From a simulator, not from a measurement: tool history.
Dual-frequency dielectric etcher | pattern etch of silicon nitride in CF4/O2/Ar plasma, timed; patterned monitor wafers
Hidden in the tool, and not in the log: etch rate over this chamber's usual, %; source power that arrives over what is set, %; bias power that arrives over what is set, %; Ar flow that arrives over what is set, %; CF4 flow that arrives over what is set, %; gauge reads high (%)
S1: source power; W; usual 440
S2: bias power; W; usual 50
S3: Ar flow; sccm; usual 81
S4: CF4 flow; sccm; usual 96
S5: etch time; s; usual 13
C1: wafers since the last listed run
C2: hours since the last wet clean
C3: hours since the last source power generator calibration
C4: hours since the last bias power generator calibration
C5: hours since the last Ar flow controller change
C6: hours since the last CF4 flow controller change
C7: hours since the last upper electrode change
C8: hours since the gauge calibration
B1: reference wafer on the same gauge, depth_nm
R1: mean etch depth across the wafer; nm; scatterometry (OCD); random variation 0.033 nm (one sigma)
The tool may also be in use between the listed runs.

| run | hour | S1 | S2 | S3 | S4 | S5 | C1 | C2 | C3 | C4 | C5 | C6 | C7 | C8 | B1 | R1 |
|---|---|---|---|---|---|---|---|---|---|---|---|---|---|---|---|---|
| 1 | 0 | 440 | 50 | 81 | 96 | 13 | 0 | 249 | 3582.9 | 2641.4 | 1417.1 | 2968.6 | 3195.8 | 343.6 | 21.2 | 22.15 |
| 2 | 40.6 | 440 | 50 | 81 | 96 | 13 | 562 | 289.6 | 3623.5 | 2682 | 1457.7 | 3009.2 | 3236.4 | 384.2 | 21.2 | 22.2 |
| 3 | 66.3 | 440 | 50 | 81 | 102 | 13 | 356 | 315.3 | 3649.2 | 2707.7 | 1483.4 | 3034.9 | 3262.1 | 409.9 | 21.2 | 22.38 |
| 4 | 132.9 | 440 | 50 | 81 | 102 | 13 | 923 | 381.9 | 3715.8 | 2774.3 | 1550 | 3101.5 | 3328.7 | 476.5 | 21.2 | 22.31 |
| 5 | 171.3 | 440 | 50 | 81 | 96 | 13 | 532 | 420.3 | 3754.2 | 2812.7 | 1588.4 | 3139.9 | 3367.1 | 514.9 | 21.21 | 22.16 |
| 6 | 223.8 | 440 | 50 | 81 | 96 | 13 | 728 | 472.8 | 3806.7 | 2865.2 | 1640.9 | 3192.4 | 3419.6 | 567.4 | 21.21 | 22.13 |
|  | 234.9 | source power generator calibrated |
|  | 251.1 | CF4 flow controller replaced |
|  | 272.9 | wet clean of the chamber |
|  | 284.8 | upper electrode replaced |
| 7 | 285.3 | 370 | 50 | 81 | 96 | 16 | 245 | 12.4 | 50.4 | 2926.7 | 1702.4 | 34.2 | 0.5 | 628.9 | 21.2 | 23.97 |
|  | 318.2 | bias power generator calibrated |
| 8 | 328.5 | 370 | 50 | 81 | 96 | 16 | 543 | 55.6 | 93.6 | 10.3 | 1745.6 | 77.4 | 43.7 | 672.1 | 21.2 | 24 |
| 9 | 382.6 | 440 | 42 | 81 | 96 | 13 | 750 | 109.7 | 147.7 | 64.4 | 1799.7 | 131.5 | 97.8 | 726.2 | 21.2 | 20.58 |
|  | 384.8 | gauge calibrated |
| 10 | 416.6 | 440 | 50 | 81 | 96 | 13 | 471 | 143.7 | 181.7 | 98.4 | 1833.7 | 165.5 | 131.8 | 31.8 | 21.2 | 21.72 |
| 11 | 444.6 | 440 | 41 | 81 | 96 | 13 | 388 | 171.7 | 209.7 | 126.4 | 1861.7 | 193.5 | 159.8 | 59.8 | 21.2 | 20.39 |
| 12 | 484.8 | 440 | 50 | 66 | 112 | 13 | 557 | 211.9 | 249.9 | 166.6 | 1901.9 | 233.7 | 200 | 100 | 21.2 | 22.77 |
| 13 | 509.3 | 500 | 50 | 100 | 96 | 13 | 339 | 236.4 | 274.4 | 191.1 | 1926.4 | 258.2 | 224.5 | 124.5 | 21.2 | 23.06 |
|  | 537.7 | Ar flow controller replaced |
| 14 | 538.2 | 440 | 50 | 81 | 96 | 13 | 317 | 265.3 | 303.3 | 220 | 0.5 | 287.1 | 253.4 | 153.4 | 21.2 | 21.76 |
| 15 | 608.5 | 440 | 50 | 81 | 96 | 13 | 974 | 335.6 | 373.6 | 290.3 | 70.8 | 357.4 | 323.7 | 223.7 | 21.2 | 21.81 |
| 16 | 665.2 | 410 | 54 | 81 | 96 | 13 | 786 | 392.3 | 430.3 | 347 | 127.5 | 414.1 | 380.4 | 280.4 | 21.21 | 21.35 |
| 17 | 729.1 | 440 | 50 | 81 | 96 | 10 | 886 | 456.2 | 494.2 | 410.9 | 191.4 | 478 | 444.3 | 344.3 | 21.2 | 16.82 |
| 18 | 765 | 440 | 50 | 81 | 96 | 10 | 497 | 492.1 | 530.1 | 446.8 | 227.3 | 513.9 | 480.2 | 380.2 | 21.2 | 16.8 |

Some steps in R1 between neighbouring runs. How much of each would the tool show without its hidden state too (settings, what came in, random variation), and how much is left for the hidden state, with any gauge scatter that isn't in both results?
Run 6 -> 7: S1 440 -> 370, S5 13 -> 16, source power generator calibrated, CF4 flow controller replaced, wet clean of the chamber, upper electrode replaced. R1 +1.84 nm: hidden state -0.36, all else +2.2.
Run 16 -> 17: S1 410 -> 440, S2 54 -> 50, S5 13 -> 10. R1 -4.53 nm: hidden state -0.02, all else -4.51.
